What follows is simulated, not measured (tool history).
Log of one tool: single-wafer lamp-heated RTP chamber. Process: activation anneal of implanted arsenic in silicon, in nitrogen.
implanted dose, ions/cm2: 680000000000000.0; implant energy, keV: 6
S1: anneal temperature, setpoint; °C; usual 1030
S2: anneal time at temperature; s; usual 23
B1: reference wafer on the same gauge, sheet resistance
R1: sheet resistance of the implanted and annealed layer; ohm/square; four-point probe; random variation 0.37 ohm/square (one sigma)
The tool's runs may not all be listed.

run 1 hour=0 | S1=1030 S2=17 | B1=156 | R1=175.42
run 2 hour=59.4 | S1=1030 S2=30 | B1=155.95 | R1=163.88
run 3 hour=103.2 | S1=1030 S2=30 | B1=156.11 | R1=164.08
run 4 hour=156.2 | S1=1030 S2=30 | B1=156 | R1=163.15
run 5 hour=200.2 | S1=1040 S2=23 | B1=156.05 | R1=164.12
run 6 hour=241.9 | S1=1030 S2=26 | B1=155.99 | R1=165.18
run 7 hour=299.9 | S1=1030 S2=26 | B1=156.01 | R1=165.46
run 8 hour=355.9 | S1=1007 S2=23 | B1=155.96 | R1=178.11
run 9 hour=425.9 | S1=1030 S2=23 | B1=156.1 | R1=166.74
-- hour=456.1 pyrometer window cleaned and pyrometer calibrated
run 10 hour=456.6 | S1=1016 S2=35 | B1=155.93 | R1=169.26
-- hour=477.2 reflector plate cleaned
-- hour=487.1 gauge calibrated
run 11 hour=510.9 | S1=1030 S2=13 | B1=155.91 | R1=182.14
run 12 hour=560.5 | S1=1006 S2=23 | B1=155.96 | R1=183.2
run 13 hour=606.5 | S1=1030 S2=23 | B1=155.99 | R1=168.95
run 14 hour=640.3 | S1=1056 S2=10 | B1=155.99 | R1=174.58

3 ways to go on from here, each from the tool as it stands after run 14. What would each give?
run A hour=640.7 | S1=1030 S2=23 | B1=? | R1=?
run B hour=640.7 | S1=1055 S2=14 | B1=? | R1=?
run C hour=640.7 | S1=1039 S2=36 | B1=? | R1=?

run=A B1=156.01 R1=169.43
run=B B1=156.01 R1=167.8
run=C B1=156.01 R1=157.99
Without the tool's hidden state the same runs would have given:
run=A R1=170.8
run=B R1=169.03
run=C R1=159
